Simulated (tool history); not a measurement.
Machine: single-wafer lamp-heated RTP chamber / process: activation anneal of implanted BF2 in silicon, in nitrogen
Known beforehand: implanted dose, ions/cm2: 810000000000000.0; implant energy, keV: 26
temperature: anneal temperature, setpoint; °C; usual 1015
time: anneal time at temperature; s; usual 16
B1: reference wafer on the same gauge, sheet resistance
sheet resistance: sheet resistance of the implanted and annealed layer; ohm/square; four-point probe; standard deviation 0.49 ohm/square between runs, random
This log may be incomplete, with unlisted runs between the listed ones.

run 1 hour=0 | temperature=1015 time=16 | B1=145.05 | sheet_resistance=157.94
run 2 hour=44.8 | temperature=1015 time=16 | B1=144.97 | sheet_resistance=157.94
run 3 hour=99.7 | temperature=1015 time=16 | B1=145.01 | sheet_resistance=157.94
-- hour=115.6 pyrometer window cleaned and pyrometer calibrated
run 4 hour=154.6 | temperature=1015 time=16 | B1=144.93 | sheet_resistance=160.48
run 5 hour=208.8 | temperature=1015 time=16 | B1=144.98 | sheet_resistance=159.21
-- hour=230.2 reflector plate cleaned
run 6 hour=238.2 | temperature=1015 time=16 | B1=145.13 | sheet_resistance=160.72
run 7 hour=274.3 | temperature=1015 time=16 | B1=144.99 | sheet_resistance=160.09
run 8 hour=311.4 | temperature=1015 time=16 | B1=145.07 | sheet_resistance=159.11
run 9 hour=338.4 | temperature=1015 time=16 | B1=145.13 | sheet_resistance=158.89
run 10 hour=405 | temperature=1015 time=20 | B1=145.06 | sheet_resistance=155.74
run 11 hour=453.1 | temperature=1015 time=23 | B1=145.07 | sheet_resistance=154.72
run 12 hour=485.1 | temperature=1015 time=16 | B1=144.86 | sheet_resistance=157.82
run 13 hour=541.4 | temperature=1015 time=16 | B1=145.14 | sheet_resistance=157.59
run 14 hour=569.5 | temperature=1015 time=16 | B1=144.99 | sheet_resistance=156.54
-- hour=609.4 pyrometer window cleaned and pyrometer calibrated
run 15 hour=633.3 | temperature=1015 time=16 | B1=145.01 | sheet_resistance=160.92
-- hour=701.1 reflector plate cleaned
run 16 hour=701.6 | temperature=1015 time=16 | B1=144.91 | sheet_resistance=160.44
run 17 hour=752.4 | temperature=1015 time=16 | B1=145 | sheet_resistance=160.63
run 18 hour=806.3 | temperature=1015 time=16 | B1=144.96 | sheet_resistance=159.55
run 19 hour=839.3 | temperature=1015 time=16 | B1=144.98 | sheet_resistance=158.4
run 20 hour=907.9 | temperature=1041 time=12 | B1=144.98 | sheet_resistance=151.62
run 21 hour=969.2 | temperature=1031 time=19 | B1=144.93 | sheet_resistance=149.44
-- hour=999.4 gauge calibrated
-- hour=1015.8 pyrometer window cleaned and pyrometer calibrated
run 22 hour=1028 | temperature=1015 time=16 | B1=144.81 | sheet_resistance=161.04
run 23 hour=1076.5 | temperature=996 time=16 | B1=145 | sheet_resistance=172.58
run 24 hour=1134.9 | temperature=1041 time=7 | B1=145.13 | sheet_resistance=155.88
-- hour=1160.4 reflector plate cleaned
run 25 hour=1295.9 | temperature=1015 time=16 | B1=144.85 | sheet_resistance=158.17
run 26 hour=1329.4 | temperature=1039 time=19 | B1=145.02 | sheet_resistance=146.74
run 27 hour=1354.8 | temperature=1026 time=10 | B1=144.99 | sheet_resistance=157.32
-- hour=1426.7 pyrometer window cleaned and pyrometer calibrated
run 28 hour=1427.2 | temperature=1015 time=24 | B1=144.99 | sheet_resistance=156.59
run 29 hour=1443.7 | temperature=1038 time=10 | B1=145.05 | sheet_resistance=154.58
run 30 hour=1495.7 | temperature=998 time=10 | B1=145.09 | sheet_resistance=175.96
-- hour=1571.7 reflector plate cleaned
run 31 hour=1572.2 | temperature=1025 time=25 | B1=145.07 | sheet_resistance=150.29
run 32 hour=1610 | temperature=999 time=10 | B1=145.01 | sheet_resistance=175.07
run 33 hour=1653 | temperature=995 time=8 | B1=144.99 | sheet_resistance=178.84
run 34 hour=1714.8 | temperature=986 time=22 | B1=144.9 | sheet_resistance=173.72
run 35 hour=1776.2 | temperature=1015 time=16 | B1=144.95 | sheet_resistance=157.41
-- hour=1795 pyrometer window cleaned and pyrometer calibrated
run 36 hour=1832.2 | temperature=1015 time=16 | B1=144.97 | sheet_resistance=161.26

Below are 4 alternative next runs, each starting from the tool's condition after run 36. Predict each:
run A hour=1832.6 | temperature=1044 time=16 | B1=? | sheet_resistance=?
run B hour=1832.6 | temperature=988 time=8 | B1=? | sheet_resistance=?
run C hour=1832.6 | temperature=1040 time=21 | B1=? | sheet_resistance=?
run D hour=1832.6 | temperature=994 time=22 | B1=? | sheet_resistance=?

run=A B1=145.03 sheet_resistance=149.17
run=B B1=145.03 sheet_resistance=187.98
run=C B1=145.03 sheet_resistance=147.92
run=D B1=145.03 sheet_resistance=171.32
Without the tool's unlogged condition, the same runs would have read:
run=A sheet_resistance=149.38
run=B sheet_resistance=188.51
run=C sheet_resistance=148.12
run=D sheet_resistance=171.81

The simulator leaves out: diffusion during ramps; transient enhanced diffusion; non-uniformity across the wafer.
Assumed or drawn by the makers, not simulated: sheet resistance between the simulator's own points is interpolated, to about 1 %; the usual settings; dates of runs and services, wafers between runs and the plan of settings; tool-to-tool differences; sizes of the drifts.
